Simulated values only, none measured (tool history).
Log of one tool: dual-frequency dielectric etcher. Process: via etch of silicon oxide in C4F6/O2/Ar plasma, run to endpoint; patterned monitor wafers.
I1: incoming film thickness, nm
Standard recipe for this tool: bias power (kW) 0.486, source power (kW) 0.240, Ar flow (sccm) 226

{"run": 1, "day": 0.0, "bias power (kW)": 0.548, "source power (kW)": 0.24, "Ar flow (sccm)": 210, "I1": 132.6, "endpoint time (s)": 32.1}
{"run": 2, "day": 0.271, "bias power (kW)": 0.548, "source power (kW)": 0.24, "Ar flow (sccm)": 210, "I1": 132.7, "endpoint time (s)": 32.1}
{"run": 3, "day": 0.779, "bias power (kW)": 0.548, "source power (kW)": 0.24, "Ar flow (sccm)": 210, "I1": 132.5, "endpoint time (s)": 32.1}
{"run": 4, "day": 1.421, "bias power (kW)": 0.486, "source power (kW)": 0.19, "Ar flow (sccm)": 248, "I1": 131.9, "endpoint time (s)": 36.7}
{"run": 5, "day": 2.008, "bias power (kW)": 0.486, "source power (kW)": 0.24, "Ar flow (sccm)": 270, "I1": 133.3, "endpoint time (s)": 34.9}
{"run": 6, "day": 2.421, "bias power (kW)": 0.597, "source power (kW)": 0.26, "Ar flow (sccm)": 267, "I1": 133.3, "endpoint time (s)": 31.6}
{"run": 7, "day": 2.938, "bias power (kW)": 0.486, "source power (kW)": 0.21, "Ar flow (sccm)": 226, "I1": 132.1, "endpoint time (s)": 35.0}
{"run": 8, "day": 3.671, "bias power (kW)": 0.486, "source power (kW)": 0.18, "Ar flow (sccm)": 226, "I1": 133.5, "endpoint time (s)": 37.1}
{"run": 9, "day": 4.067, "bias power (kW)": 0.368, "source power (kW)": 0.27, "Ar flow (sccm)": 274, "I1": 134.0, "endpoint time (s)": 37.7}
{"day": 4.642, "done": "source power generator calibrated"}
{"run": 10, "day": 4.662, "bias power (kW)": 0.452, "source power (kW)": 0.24, "Ar flow (sccm)": 173, "I1": 132.9, "endpoint time (s)": 33.1}
{"day": 5.321, "done": "bias power generator calibrated"}
{"run": 11, "day": 5.342, "bias power (kW)": 0.486, "source power (kW)": 0.24, "Ar flow (sccm)": 226, "I1": 133.7, "endpoint time (s)": 34.2}
{"run": 12, "day": 5.583, "bias power (kW)": 0.486, "source power (kW)": 0.2, "Ar flow (sccm)": 276, "I1": 132.6, "endpoint time (s)": 36.7}
{"run": 13, "day": 5.962, "bias power (kW)": 0.544, "source power (kW)": 0.29, "Ar flow (sccm)": 249, "I1": 132.3, "endpoint time (s)": 31.2}
{"run": 14, "day": 6.367, "bias power (kW)": 0.486, "source power (kW)": 0.27, "Ar flow (sccm)": 226, "I1": 133.0, "endpoint time (s)": 32.6}
{"day": 6.938, "done": "Ar flow controller replaced"}
{"run": 15, "day": 6.958, "bias power (kW)": 0.538, "source power (kW)": 0.24, "Ar flow (sccm)": 277, "I1": 133.4, "endpoint time (s)": 34.0}
{"run": 16, "day": 7.354, "bias power (kW)": 0.486, "source power (kW)": 0.24, "Ar flow (sccm)": 183, "I1": 133.1, "endpoint time (s)": 32.6}
{"day": 8.408, "done": "upper electrode replaced"}
{"run": 17, "day": 8.429, "bias power (kW)": 0.523, "source power (kW)": 0.28, "Ar flow (sccm)": 245, "I1": 132.6, "endpoint time (s)": 31.8}
{"run": 18, "day": 8.85, "bias power (kW)": 0.369, "source power (kW)": 0.24, "Ar flow (sccm)": 200, "I1": 132.6, "endpoint time (s)": 36.3}
{"run": 19, "day": 9.529, "bias power (kW)": 0.486, "source power (kW)": 0.24, "Ar flow (sccm)": 226, "I1": 133.2, "endpoint time (s)": 33.9}
{"run": 20, "day": 10.238, "bias power (kW)": 0.565, "source power (kW)": 0.22, "Ar flow (sccm)": 183, "I1": 134.4, "endpoint time (s)": 31.8}
{"run": 21, "day": 12.471, "bias power (kW)": 0.434, "source power (kW)": 0.29, "Ar flow (sccm)": 199, "I1": 133.9, "endpoint time (s)": 32.5}
{"run": 22, "day": 12.962, "bias power (kW)": 0.486, "source power (kW)": 0.24, "Ar flow (sccm)": 174, "I1": 132.7, "endpoint time (s)": 31.8}
{"run": 23, "day": 13.412, "bias power (kW)": 0.486, "source power (kW)": 0.22, "Ar flow (sccm)": 204, "I1": 133.3, "endpoint time (s)": 33.8}
{"run": 24, "day": 14.133, "bias power (kW)": 0.486, "source power (kW)": 0.24, "Ar flow (sccm)": 226, "I1": 133.2, "endpoint time (s)": 33.6}
{"run": 25, "day": 14.529, "bias power (kW)": 0.486, "source power (kW)": 0.24, "Ar flow (sccm)": 183, "I1": 132.1, "endpoint time (s)": 32.0}
{"run": 26, "day": 15.104, "bias power (kW)": 0.486, "source power (kW)": 0.24, "Ar flow (sccm)": 172, "I1": 134.0, "endpoint time (s)": 32.1}
{"run": 27, "day": 15.558, "bias power (kW)": 0.486, "source power (kW)": 0.24, "Ar flow (sccm)": 226, "I1": 132.4, "endpoint time (s)": 33.5}
{"run": 28, "day": 16.258, "bias power (kW)": 0.527, "source power (kW)": 0.24, "Ar flow (sccm)": 226, "I1": 133.6, "endpoint time (s)": 32.7}

Consider 5 possible next runs. They are alternatives, not a sequence: every one starts from the tool as it was left by run 28. What does each give?
{"run": "A", "day": 16.275, "bias power (kW)": 0.486, "source power (kW)": 0.24, "Ar flow (sccm)": 189, "I1": 131.9, "endpoint time (s)": "?"}
{"run": "B", "day": 16.275, "bias power (kW)": 0.431, "source power (kW)": 0.21, "Ar flow (sccm)": 210, "I1": 131.9, "endpoint time (s)": "?"}
{"run": "C", "day": 16.275, "bias power (kW)": 0.607, "source power (kW)": 0.29, "Ar flow (sccm)": 226, "I1": 131.9, "endpoint time (s)": "?"}
{"run": "D", "day": 16.275, "bias power (kW)": 0.421, "source power (kW)": 0.22, "Ar flow (sccm)": 257, "I1": 131.9, "endpoint time (s)": "?"}
{"run": "E", "day": 16.275, "bias power (kW)": 0.39, "source power (kW)": 0.22, "Ar flow (sccm)": 280, "I1": 131.9, "endpoint time (s)": "?"}

run=A endpoint_time_(s)=32.2
run=B endpoint_time_(s)=35.7
run=C endpoint_time_(s)=28.9
run=D endpoint_time_(s)=36.8
run=E endpoint_time_(s)=38.4
With no hidden state in the tool, these same runs would have given:
run=A endpoint_time_(s)=32.7
run=B endpoint_time_(s)=36.3
run=C endpoint_time_(s)=29.4
run=D endpoint_time_(s)=37.4
run=E endpoint_time_(s)=39.0
